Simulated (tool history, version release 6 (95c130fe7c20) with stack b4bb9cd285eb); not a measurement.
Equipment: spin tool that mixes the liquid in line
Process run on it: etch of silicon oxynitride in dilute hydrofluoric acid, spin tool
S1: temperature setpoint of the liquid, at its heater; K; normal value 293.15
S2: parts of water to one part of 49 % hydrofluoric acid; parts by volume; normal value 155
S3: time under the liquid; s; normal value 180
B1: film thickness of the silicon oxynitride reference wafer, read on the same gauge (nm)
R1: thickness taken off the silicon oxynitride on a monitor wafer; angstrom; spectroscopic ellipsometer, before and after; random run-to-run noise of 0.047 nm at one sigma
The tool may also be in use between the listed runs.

run    hour      S1   S2   S3      B1     R1
  1     0.0  293.15  155  180  40.021  48.54
  2    83.9  293.15  155  180  40.014  47.25
  3   133.5  293.15  155  180  40.007  48.35
  4   216.6  293.15  155  115  40.030  31.24
  5   308.2  293.15  155  115  40.016  31.20
  6   561.8  293.15  155  115  39.994  31.55
  7   613.4  293.15  155  180  39.980  49.75
  8   717.0  293.15  155  180  40.005  50.07
  9   815.1  293.15  155  180  40.051  50.39
      916.0  -- hydrofluoric acid flow meter replaced
 10   967.5  293.15  155  180  40.003  51.59
      992.7  -- gauge calibrated
 11  1013.6  293.15  155  180  39.990  50.37
 12  1113.0  293.15  155  180  40.023  51.33
 13  1173.0  293.15  155  180  39.998  51.96
 14  1250.7  293.15  155  180  39.957  51.61
 15  1346.6  291.65  180  180  39.985  40.82
     1367.1  -- thermometer replaced
 16  1425.0  293.15  155   85  39.994  22.46
 17  1528.4  293.15  155  180  40.018  48.93
 18  1585.0  296.65  230  125  40.012  25.52
 19  1640.5  290.15  130  230  39.990  65.18
 20  1748.4  295.15  155  110  39.986  32.74
 21  1794.9  294.65   90  115  39.959  61.84
 22  1917.2  293.15  155  180  40.038  49.43
 23  1954.6  291.65  125   90  40.007  29.29
 24  1998.0  290.15  215  115  39.982  19.15
 25  2058.9  293.15   85  180  40.032  95.22
 26  2133.9  293.15  205  180  40.008  36.44
 27  2222.2  293.15  155  180  40.022  50.83
 28  2276.0  293.15  210   80  39.967  16.05

Consider 3 possible next runs. They are alternatives, not a sequence: every one starts from the tool as it was left by run 28. What does each give?
  A  2276.5  293.15  155  180   ?   ?
  B  2276.5  290.15  110  180   ?   ?
  C  2276.5  293.15  120  230   ?   ?

run      B1     R1
  A  40.019  51.39
  B  40.019  64.67
  C  40.019  87.01
Stripped of hidden state, with their random variation kept, the same runs would have yielded:
run     R1
  A  48.10
  B  60.33
  C  81.35

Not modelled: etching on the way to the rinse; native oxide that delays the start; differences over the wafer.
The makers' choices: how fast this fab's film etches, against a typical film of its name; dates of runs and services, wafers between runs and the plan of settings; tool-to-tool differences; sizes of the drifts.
